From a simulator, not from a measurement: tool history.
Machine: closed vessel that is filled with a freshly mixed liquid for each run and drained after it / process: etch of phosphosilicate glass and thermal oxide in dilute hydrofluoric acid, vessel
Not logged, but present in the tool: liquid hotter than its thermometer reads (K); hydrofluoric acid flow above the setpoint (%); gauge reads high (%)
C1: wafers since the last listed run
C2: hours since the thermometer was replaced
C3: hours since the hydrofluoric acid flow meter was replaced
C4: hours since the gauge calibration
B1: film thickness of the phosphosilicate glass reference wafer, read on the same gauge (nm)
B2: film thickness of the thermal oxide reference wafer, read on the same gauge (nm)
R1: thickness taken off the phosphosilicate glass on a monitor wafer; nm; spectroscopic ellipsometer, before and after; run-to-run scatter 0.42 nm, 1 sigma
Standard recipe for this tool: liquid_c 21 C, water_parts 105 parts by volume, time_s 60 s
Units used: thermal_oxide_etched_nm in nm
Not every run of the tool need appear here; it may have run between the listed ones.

{"run": 1, "hour": 0.0, "liquid_c": 21, "water_parts": 105, "time_s": 60, "C1": 0, "C2": 2085.3, "C3": 71.7, "C4": 1015.1, "B1": 110.01, "B2": 70.015, "R1": 49.69, "thermal_oxide_etched_nm": 2.662}
{"run": 2, "hour": 24.2, "liquid_c": 21, "water_parts": 70, "time_s": 60, "C1": 2704, "C2": 2109.5, "C3": 95.9, "C4": 1039.3, "B1": 109.99, "B2": 70.002, "R1": 78.94, "thermal_oxide_etched_nm": 4.221}
{"run": 3, "hour": 51.6, "liquid_c": 21, "water_parts": 105, "time_s": 60, "C1": 3062, "C2": 2136.9, "C3": 123.3, "C4": 1066.7, "B1": 110, "B2": 70.031, "R1": 50.46, "thermal_oxide_etched_nm": 2.659}
{"run": 4, "hour": 80.4, "liquid_c": 19, "water_parts": 105, "time_s": 60, "C1": 3218, "C2": 2165.7, "C3": 152.1, "C4": 1095.5, "B1": 110.03, "B2": 70.005, "R1": 46.82, "thermal_oxide_etched_nm": 2.451}
{"run": 5, "hour": 114.8, "liquid_c": 23, "water_parts": 105, "time_s": 75, "C1": 3844, "C2": 2200.1, "C3": 186.5, "C4": 1129.9, "B1": 110.01, "B2": 70.037, "R1": 67.84, "thermal_oxide_etched_nm": 3.608}
{"run": 6, "hour": 150.7, "liquid_c": 24.5, "water_parts": 105, "time_s": 60, "C1": 4012, "C2": 2236, "C3": 222.4, "C4": 1165.8, "B1": 110.05, "B2": 69.998, "R1": 57.55, "thermal_oxide_etched_nm": 3.07}
{"hour": 174.9, "done": "thermometer replaced"}
{"run": 7, "hour": 178.1, "liquid_c": 21, "water_parts": 105, "time_s": 60, "C1": 2950, "C2": 3.2, "C3": 249.8, "C4": 1193.2, "B1": 110.03, "B2": 69.956, "R1": 46.17, "thermal_oxide_etched_nm": 2.465}
{"hour": 182.1, "done": "gauge calibrated"}
{"run": 8, "hour": 213.1, "liquid_c": 19.5, "water_parts": 120, "time_s": 50, "C1": 3911, "C2": 38.2, "C3": 284.8, "C4": 31, "B1": 110.01, "B2": 69.998, "R1": 30.8, "thermal_oxide_etched_nm": 1.636}
{"run": 9, "hour": 248.9, "liquid_c": 21, "water_parts": 105, "time_s": 60, "C1": 4000, "C2": 74, "C3": 320.6, "C4": 66.8, "B1": 110.01, "B2": 70.016, "R1": 46.13, "thermal_oxide_etched_nm": 2.417}
{"run": 10, "hour": 270.6, "liquid_c": 18, "water_parts": 105, "time_s": 60, "C1": 2425, "C2": 95.7, "C3": 342.3, "C4": 88.5, "B1": 109.99, "B2": 69.993, "R1": 40.16, "thermal_oxide_etched_nm": 2.159}
{"run": 11, "hour": 295.5, "liquid_c": 21, "water_parts": 105, "time_s": 60, "C1": 2782, "C2": 120.6, "C3": 367.2, "C4": 113.4, "B1": 109.98, "B2": 69.971, "R1": 45.16, "thermal_oxide_etched_nm": 2.435}
{"run": 12, "hour": 328.9, "liquid_c": 21, "water_parts": 65, "time_s": 60, "C1": 3732, "C2": 154, "C3": 400.6, "C4": 146.8, "B1": 110.01, "B2": 70.057, "R1": 77.78, "thermal_oxide_etched_nm": 4.105}
{"run": 13, "hour": 364.9, "liquid_c": 21, "water_parts": 85, "time_s": 60, "C1": 4023, "C2": 190, "C3": 436.6, "C4": 182.8, "B1": 109.99, "B2": 69.985, "R1": 59.29, "thermal_oxide_etched_nm": 3.08}
{"run": 14, "hour": 377.6, "liquid_c": 17, "water_parts": 105, "time_s": 60, "C1": 1419, "C2": 202.7, "C3": 449.3, "C4": 195.5, "B1": 109.99, "B2": 69.984, "R1": 39.04, "thermal_oxide_etched_nm": 2.113}
{"run": 15, "hour": 400.0, "liquid_c": 18, "water_parts": 130, "time_s": 90, "C1": 2503, "C2": 225.1, "C3": 471.7, "C4": 217.9, "B1": 110.05, "B2": 69.981, "R1": 49.31, "thermal_oxide_etched_nm": 2.607}
{"run": 16, "hour": 428.5, "liquid_c": 17, "water_parts": 150, "time_s": 45, "C1": 3185, "C2": 253.6, "C3": 500.2, "C4": 246.4, "B1": 109.99, "B2": 70.041, "R1": 19.91, "thermal_oxide_etched_nm": 1.055}
{"run": 17, "hour": 455.2, "liquid_c": 17.5, "water_parts": 105, "time_s": 60, "C1": 2983, "C2": 280.3, "C3": 526.9, "C4": 273.1, "B1": 109.96, "B2": 69.999, "R1": 40.93, "thermal_oxide_etched_nm": 2.134}
{"run": 18, "hour": 471.4, "liquid_c": 17.5, "water_parts": 60, "time_s": 75, "C1": 1810, "C2": 296.5, "C3": 543.1, "C4": 289.3, "B1": 110.02, "B2": 69.955, "R1": 93.97, "thermal_oxide_etched_nm": 4.997}
{"run": 19, "hour": 487.5, "liquid_c": 17.5, "water_parts": 120, "time_s": 90, "C1": 1799, "C2": 312.6, "C3": 559.2, "C4": 305.4, "B1": 109.95, "B2": 70.041, "R1": 52.65, "thermal_oxide_etched_nm": 2.724}
{"run": 20, "hour": 517.9, "liquid_c": 21, "water_parts": 105, "time_s": 60, "C1": 3397, "C2": 343, "C3": 589.6, "C4": 335.8, "B1": 110.01, "B2": 69.986, "R1": 46.29, "thermal_oxide_etched_nm": 2.494}
{"run": 21, "hour": 545.8, "liquid_c": 21, "water_parts": 140, "time_s": 60, "C1": 3117, "C2": 370.9, "C3": 617.5, "C4": 363.7, "B1": 110.03, "B2": 70.029, "R1": 34.18, "thermal_oxide_etched_nm": 1.8}
{"run": 22, "hour": 560.7, "liquid_c": 19.5, "water_parts": 150, "time_s": 80, "C1": 1665, "C2": 385.8, "C3": 632.4, "C4": 378.6, "B1": 109.99, "B2": 70.002, "R1": 39.1, "thermal_oxide_etched_nm": 2.075}
{"run": 23, "hour": 586.6, "liquid_c": 21, "water_parts": 155, "time_s": 60, "C1": 2894, "C2": 411.7, "C3": 658.3, "C4": 404.5, "B1": 110.01, "B2": 70.019, "R1": 30.1, "thermal_oxide_etched_nm": 1.658}
{"run": 24, "hour": 616.9, "liquid_c": 19.5, "water_parts": 70, "time_s": 80, "C1": 3386, "C2": 442, "C3": 688.6, "C4": 434.8, "B1": 110.01, "B2": 70.047, "R1": 94.78, "thermal_oxide_etched_nm": 4.987}
{"run": 25, "hour": 634.4, "liquid_c": 17, "water_parts": 80, "time_s": 40, "C1": 1955, "C2": 459.5, "C3": 706.1, "C4": 452.3, "B1": 110, "B2": 69.999, "R1": 36.58, "thermal_oxide_etched_nm": 1.905}
{"run": 26, "hour": 652.4, "liquid_c": 21, "water_parts": 130, "time_s": 60, "C1": 2011, "C2": 477.5, "C3": 724.1, "C4": 470.3, "B1": 110.01, "B2": 69.985, "R1": 38.04, "thermal_oxide_etched_nm": 2.003}

For each run, what was the tool's unlogged condition?
gauge reads high (%): 0 in every run
H1: liquid hotter than its thermometer reads (K)
H2: hydrofluoric acid flow above the setpoint (%)
run=1 H1=2.91 H2=0.569
run=2 H1=2.94 H2=0.703
run=3 H1=2.97 H2=0.855
run=4 H1=3 H2=1.02
run=5 H1=3.04 H2=1.21
run=6 H1=3.08 H2=1.41
run=7 H1=0.306 H2=1.56
run=8 H1=0.345 H2=1.75
run=9 H1=0.386 H2=1.95
run=10 H1=0.41 H2=2.07
run=11 H1=0.439 H2=2.21
run=12 H1=0.476 H2=2.39
run=13 H1=0.517 H2=2.59
run=14 H1=0.532 H2=2.66
run=15 H1=0.557 H2=2.79
run=16 H1=0.589 H2=2.95
run=17 H1=0.62 H2=3.1
run=18 H1=0.638 H2=3.19
run=19 H1=0.656 H2=3.27
run=20 H1=0.691 H2=3.44
run=21 H1=0.722 H2=3.6
run=22 H1=0.739 H2=3.68
run=23 H1=0.768 H2=3.83
run=24 H1=0.803 H2=3.99
run=25 H1=0.823 H2=4.09
run=26 H1=0.843 H2=4.19

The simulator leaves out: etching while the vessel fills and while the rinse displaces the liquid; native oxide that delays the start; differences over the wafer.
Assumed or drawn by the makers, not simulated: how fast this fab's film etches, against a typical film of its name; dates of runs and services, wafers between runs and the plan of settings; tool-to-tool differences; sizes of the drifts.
